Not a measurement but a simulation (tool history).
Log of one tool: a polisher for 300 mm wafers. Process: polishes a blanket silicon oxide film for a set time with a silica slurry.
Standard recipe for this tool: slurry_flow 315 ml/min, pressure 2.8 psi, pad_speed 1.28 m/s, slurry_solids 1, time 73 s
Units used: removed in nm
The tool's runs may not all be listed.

run    hour  slurry_flow  pressure  pad_speed  slurry_solids  time  wafers since the last listed run  wafers polished on this pad  hours since the slurry nozzle was cleaned  hours since the head pressure was calibrated  hours since the slurry blender was calibrated  hours since the conditioning disc was replaced  incoming thickness of the incoming film, nm  removed
  1       0          315       3.5       0.96              1    73                                 0                         3111                                      501.5                                          23.7                                          119.3                                           330.7                                       1247.2    159.3
  2    78.2          315       3.5       0.96              1    73                               541                         3652                                      579.7                                         101.9                                          197.5                                           408.9                                       1245.1    156.5
  3   164.9          315       3.5       0.96              1    73                               599                         4252                                      666.4                                         188.6                                          284.2                                           495.6                                       1229.6    156.9
  4   220.5          315       2.8       1.28              1    73                               384                         4636                                        722                                         244.2                                          339.8                                           551.2                                       1240.2    154.6
      301.4  -- slurry nozzle cleaned
  5   312.6          315       2.8       1.28           1.15    73                               630                         5267                                       11.2                                         336.3                                          431.9                                           643.3                                       1229.8    159.1
      339.4  -- worn pad replaced by a new one
  6   362.9          315       2.8       1.18              1    86                               320                          162                                       61.5                                         386.6                                          482.2                                           693.6                                       1240.7    186.6
        404  -- conditioning disc replaced and pad reconditioned
      520.6  -- slurry blender recalibrated
  7   605.9          210       2.8       1.28            0.9    73                              1653                         1816                                      304.5                                         629.6                                           85.3                                           201.9                                       1229.7    157.3
  8     703          315       2.8       1.02              1    64                               671                         2488                                      401.6                                         726.7                                          182.4                                             299                                       1236.3    119.5
  9   754.9          280       2.8       1.28           0.85    73                               359                         2847                                      453.5                                         778.6                                          234.3                                           350.9                                       1218.1    148.4
 10   848.1          385       3.6       1.28           1.25    60                               644                         3492                                      546.7                                         871.8                                          327.5                                           444.1                                       1238.6    184.7
 11   920.6          315       2.8       1.28              1    97                               501                         3994                                      619.2                                         944.3                                            400                                           516.6                                       1252.7    212.5
      968.2  -- worn pad replaced by a new one
     1005.2  -- head pressure recalibrated
 12  1021.6          315       2.8       1.28              1    54                               657                          355                                      720.2                                          16.4                                            501                                           617.6                                       1238.6    126.1
 13  1076.3          315       2.8       1.28              1    85                               378                          734                                      774.9                                          71.1                                          555.7                                           672.3                                       1228.2    195.5
     1091.4  -- slurry nozzle cleaned
     1142.3  -- conditioning disc replaced and pad reconditioned
 14  1158.8          230       1.9       1.28            0.8    73                               550                         1284                                       67.4                                         153.6                                          638.2                                            16.5                                       1263.4     98.2
     1217.5  -- slurry blender recalibrated
 15  1252.6          420       2.8       1.28            0.8    97                               635                         1919                                      161.2                                         247.4                                           35.1                                           110.3                                       1237.2    205.4
 16  1289.5          315       2.8       1.28              1    55                               255                         2174                                      198.1                                         284.3                                             72                                           147.2                                       1249.1    124.8
 17  1386.7          250       2.8       1.28              1    73                               672                         2847                                      295.3                                         381.5                                          169.2                                           244.4                                       1244.9    160.8
 18    1424          315       2.8       1.28              1    73                               258                         3105                                      332.6                                         418.8                                          206.5                                           281.7                                       1227.5      163
 19  1519.4          315       2.8       1.56              1    65                               660                         3765                                        428                                         514.2                                          301.9                                           377.1                                       1240.2      168
 20  1590.1          315       2.8       1.28              1    73                               489                         4254                                      498.7                                         584.9                                          372.6                                           447.8                                       1241.8    157.5
 21  1654.3          315       3.3       1.28              1    95                               444                         4699                                      562.9                                         649.1                                          436.8                                             512                                       1261.7    235.9
     1702.5  -- worn pad replaced by a new one
 22  1718.5          315       2.8       1.28              1    73                               416                          110                                      627.1                                         713.3                                            501                                           576.2                                       1237.4    174.6
 23  1808.9          315       2.8       1.28              1    73                               625                          736                                      717.5                                         803.7                                          591.4                                           666.6                                       1231.4    170.1
 24  1849.8          380       3.3       1.28              1    73                               283                         1019                                      758.4                                         844.6                                          632.3                                           707.5                                       1246.4    201.1
     1916.9  -- conditioning disc replaced and pad reconditioned
     1924.7  -- slurry nozzle cleaned
 25  1944.5          240       2.2       1.28           1.15    62                               634                         1653                                       19.8                                         939.3                                            727                                            27.6                                       1239.5    113.1

What if the next run were any one of these 4? Each begins from the tool's condition after run 25:
  A  1944.9          315       2.8       1.42              1    73                                 2                         1656                                       20.2                                         939.7                                          727.4                                              28                                       1242.8        ?
  B  1944.9          205       2.4       1.08           0.75    73                                 2                         1656                                       20.2                                         939.7                                          727.4                                              28                                       1242.8        ?
  C  1944.9          415       2.8       1.28            1.3    73                                 2                         1656                                       20.2                                         939.7                                          727.4                                              28                                       1242.8        ?
  D  1944.9          315       2.8       0.94              1    73                                 2                         1656                                       20.2                                         939.7                                          727.4                                              28                                       1242.8        ?

run  removed
  A    178.7
  B    103.9
  C    187.2
  D    128.5
With no hidden state in the tool, these same runs would have given:
run  removed
  A    197.4
  B    115.6
  C    205.2
  D    141.9

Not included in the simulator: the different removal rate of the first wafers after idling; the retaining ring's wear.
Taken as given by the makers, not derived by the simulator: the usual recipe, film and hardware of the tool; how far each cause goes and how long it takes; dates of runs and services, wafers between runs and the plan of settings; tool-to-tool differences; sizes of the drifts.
